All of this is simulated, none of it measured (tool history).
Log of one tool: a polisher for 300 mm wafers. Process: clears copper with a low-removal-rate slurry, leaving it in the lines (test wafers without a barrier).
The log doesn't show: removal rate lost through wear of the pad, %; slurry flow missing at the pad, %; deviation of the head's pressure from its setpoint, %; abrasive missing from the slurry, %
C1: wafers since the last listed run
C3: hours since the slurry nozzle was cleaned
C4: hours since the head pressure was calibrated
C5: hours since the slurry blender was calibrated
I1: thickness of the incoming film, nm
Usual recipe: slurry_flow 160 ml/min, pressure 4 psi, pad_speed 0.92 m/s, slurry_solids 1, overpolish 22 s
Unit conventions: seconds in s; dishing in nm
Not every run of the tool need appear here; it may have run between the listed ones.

run 1 hour=0 | slurry_flow=160 pressure=4 pad_speed=0.92 slurry_solids=1 overpolish=22 | C1=0 wafers_polished_on_this_pad=1562 C3=204.3 C4=411.6 C5=337.8 | I1=327.5 | seconds=103.4 dishing=42
run 2 hour=55.5 | slurry_flow=160 pressure=4 pad_speed=0.92 slurry_solids=1 overpolish=22 | C1=428 wafers_polished_on_this_pad=1991 C3=259.8 C4=467.1 C5=393.3 | I1=331.6 | seconds=108.2 dishing=43
run 3 hour=104.9 | slurry_flow=160 pressure=4 pad_speed=0.92 slurry_solids=1 overpolish=22 | C1=381 wafers_polished_on_this_pad=2372 C3=309.2 C4=516.5 C5=442.7 | I1=325.2 | seconds=103.7 dishing=42.4
run 4 hour=165.8 | slurry_flow=160 pressure=4 pad_speed=0.92 slurry_solids=1 overpolish=22 | C1=470 wafers_polished_on_this_pad=2843 C3=370.1 C4=577.4 C5=503.6 | I1=323.5 | seconds=104.2 dishing=41.2
run 5 hour=218.3 | slurry_flow=160 pressure=4 pad_speed=0.92 slurry_solids=1 overpolish=22 | C1=405 wafers_polished_on_this_pad=3248 C3=422.6 C4=629.9 C5=556.1 | I1=328.5 | seconds=104.7 dishing=42.7
-- hour=247.1 slurry blender recalibrated
run 6 hour=283.8 | slurry_flow=160 pressure=4 pad_speed=0.92 slurry_solids=0.85 overpolish=22 | C1=490 wafers_polished_on_this_pad=3738 C3=488.1 C4=695.4 C5=36.7 | I1=321.5 | seconds=105.6 dishing=41.4
run 7 hour=358 | slurry_flow=160 pressure=4 pad_speed=0.92 slurry_solids=1.2 overpolish=22 | C1=572 wafers_polished_on_this_pad=4311 C3=562.3 C4=769.6 C5=110.9 | I1=328 | seconds=104.5 dishing=44.2
-- hour=383.7 worn pad replaced by a new one
run 8 hour=398.5 | slurry_flow=160 pressure=4 pad_speed=0.92 slurry_solids=0.8 overpolish=22 | C1=281 wafers_polished_on_this_pad=114 C3=602.8 C4=810.1 C5=151.4 | I1=318.5 | seconds=107.7 dishing=41.4
run 9 hour=482.8 | slurry_flow=160 pressure=4 pad_speed=0.92 slurry_solids=1 overpolish=22 | C1=650 wafers_polished_on_this_pad=765 C3=687.1 C4=894.4 C5=235.7 | I1=317.7 | seconds=101.9 dishing=42.5
run 10 hour=566.8 | slurry_flow=160 pressure=4 pad_speed=0.92 slurry_solids=1 overpolish=22 | C1=648 wafers_polished_on_this_pad=1414 C3=771.1 C4=978.4 C5=319.7 | I1=324.7 | seconds=104.9 dishing=42.8
-- hour=603.7 slurry nozzle cleaned
run 11 hour=636.2 | slurry_flow=120 pressure=4.7 pad_speed=0.66 slurry_solids=1 overpolish=22 | C1=528 wafers_polished_on_this_pad=1942 C3=32.5 C4=1047.8 C5=389.1 | I1=325 | seconds=114.9 dishing=40.8
run 12 hour=676.7 | slurry_flow=135 pressure=4 pad_speed=0.92 slurry_solids=1 overpolish=22 | C1=312 wafers_polished_on_this_pad=2254 C3=73 C4=1088.3 C5=429.6 | I1=320.5 | seconds=105.1 dishing=42.4
-- hour=723.6 head pressure recalibrated
run 13 hour=768.7 | slurry_flow=160 pressure=4 pad_speed=1.08 slurry_solids=1 overpolish=22 | C1=694 wafers_polished_on_this_pad=2949 C3=165 C4=45.1 C5=521.6 | I1=329 | seconds=96.1 dishing=45.6
run 14 hour=875.7 | slurry_flow=160 pressure=4.9 pad_speed=0.92 slurry_solids=1 overpolish=22 | C1=826 wafers_polished_on_this_pad=3776 C3=272 C4=152.1 C5=628.6 | I1=325 | seconds=86.2 dishing=51.3
-- hour=949.3 slurry blender recalibrated
-- hour=954.2 worn pad replaced by a new one
run 15 hour=968.3 | slurry_flow=160 pressure=3.1 pad_speed=0.72 slurry_solids=1 overpolish=15 | C1=668 wafers_polished_on_this_pad=108 C3=364.6 C4=244.7 C5=19 | I1=324.5 | seconds=152.2 dishing=21.6
run 16 hour=1037.5 | slurry_flow=130 pressure=4.7 pad_speed=0.92 slurry_solids=1 overpolish=18 | C1=534 wafers_polished_on_this_pad=643 C3=433.8 C4=313.9 C5=88.2 | I1=319.1 | seconds=88.8 dishing=39.5
run 17 hour=1081.4 | slurry_flow=160 pressure=5.3 pad_speed=0.66 slurry_solids=1.1 overpolish=35 | C1=338 wafers_polished_on_this_pad=981 C3=477.7 C4=357.8 C5=132.1 | I1=320.9 | seconds=93.1 dishing=67.3
run 18 hour=1184.5 | slurry_flow=200 pressure=4 pad_speed=0.92 slurry_solids=0.9 overpolish=22 | C1=796 wafers_polished_on_this_pad=1778 C3=580.8 C4=460.9 C5=235.2 | I1=327.5 | seconds=101.6 dishing=41.5
run 19 hour=1249.6 | slurry_flow=160 pressure=5.1 pad_speed=0.92 slurry_solids=1 overpolish=22 | C1=502 wafers_polished_on_this_pad=2280 C3=645.9 C4=526 C5=300.3 | I1=330.9 | seconds=83.6 dishing=52.1
run 20 hour=1325.3 | slurry_flow=160 pressure=4 pad_speed=0.92 slurry_solids=1 overpolish=22 | C1=584 wafers_polished_on_this_pad=2865 C3=721.6 C4=601.7 C5=376 | I1=322 | seconds=100.4 dishing=42.6
-- hour=1333.2 slurry nozzle cleaned
run 21 hour=1399.2 | slurry_flow=160 pressure=4 pad_speed=0.92 slurry_solids=1 overpolish=22 | C1=562 wafers_polished_on_this_pad=3428 C3=66 C4=675.6 C5=449.9 | I1=327.4 | seconds=105.2 dishing=40.5
run 22 hour=1442 | slurry_flow=160 pressure=4 pad_speed=0.92 slurry_solids=1 overpolish=22 | C1=330 wafers_polished_on_this_pad=3758 C3=108.8 C4=718.4 C5=492.7 | I1=329.7 | seconds=106.7 dishing=41.7
run 23 hour=1499.1 | slurry_flow=160 pressure=3.4 pad_speed=0.92 slurry_solids=0.8 overpolish=26 | C1=440 wafers_polished_on_this_pad=4199 C3=165.9 C4=775.5 C5=549.8 | I1=324.9 | seconds=131.7 dishing=41.8
run 24 hour=1540.2 | slurry_flow=160 pressure=5.1 pad_speed=0.72 slurry_solids=1 overpolish=22 | C1=317 wafers_polished_on_this_pad=4517 C3=207 C4=816.6 C5=590.9 | I1=325.1 | seconds=94.7 dishing=45.3
-- hour=1572.4 slurry blender recalibrated
run 25 hour=1585.3 | slurry_flow=195 pressure=5.1 pad_speed=0.92 slurry_solids=1 overpolish=16 | C1=332 wafers_polished_on_this_pad=4849 C3=252.1 C4=861.7 C5=12.9 | I1=325.1 | seconds=79.7 dishing=41.2
-- hour=1662.4 worn pad replaced by a new one
-- hour=1732.5 head pressure recalibrated
run 26 hour=1750.5 | slurry_flow=210 pressure=4 pad_speed=1 slurry_solids=1.1 overpolish=34 | C1=1229 wafers_polished_on_this_pad=665 C3=417.3 C4=18 C5=178.1 | I1=327.3 | seconds=95.6 dishing=65.7
run 27 hour=1817.7 | slurry_flow=160 pressure=5.2 pad_speed=0.92 slurry_solids=1 overpolish=22 | C1=518 wafers_polished_on_this_pad=1183 C3=484.5 C4=85.2 C5=245.3 | I1=330.5 | seconds=83.4 dishing=51.7
run 28 hour=1909.8 | slurry_flow=160 pressure=4 pad_speed=0.82 slurry_solids=0.85 overpolish=22 | C1=711 wafers_polished_on_this_pad=1895 C3=576.6 C4=177.3 C5=337.4 | I1=327.1 | seconds=121 dishing=39.4
run 29 hour=2004.7 | slurry_flow=160 pressure=4 pad_speed=0.92 slurry_solids=1 overpolish=22 | C1=732 wafers_polished_on_this_pad=2627 C3=671.5 C4=272.2 C5=432.3 | I1=323.4 | seconds=101.3 dishing=42.2

The tool's hidden state at each run:
removal rate lost through wear of the pad, %: 0 at every run
slurry flow missing at the pad, %: 0 at every run
deviation of the head's pressure from its setpoint, %: 0 at every run
abrasive missing from the slurry, %: 0 at every run
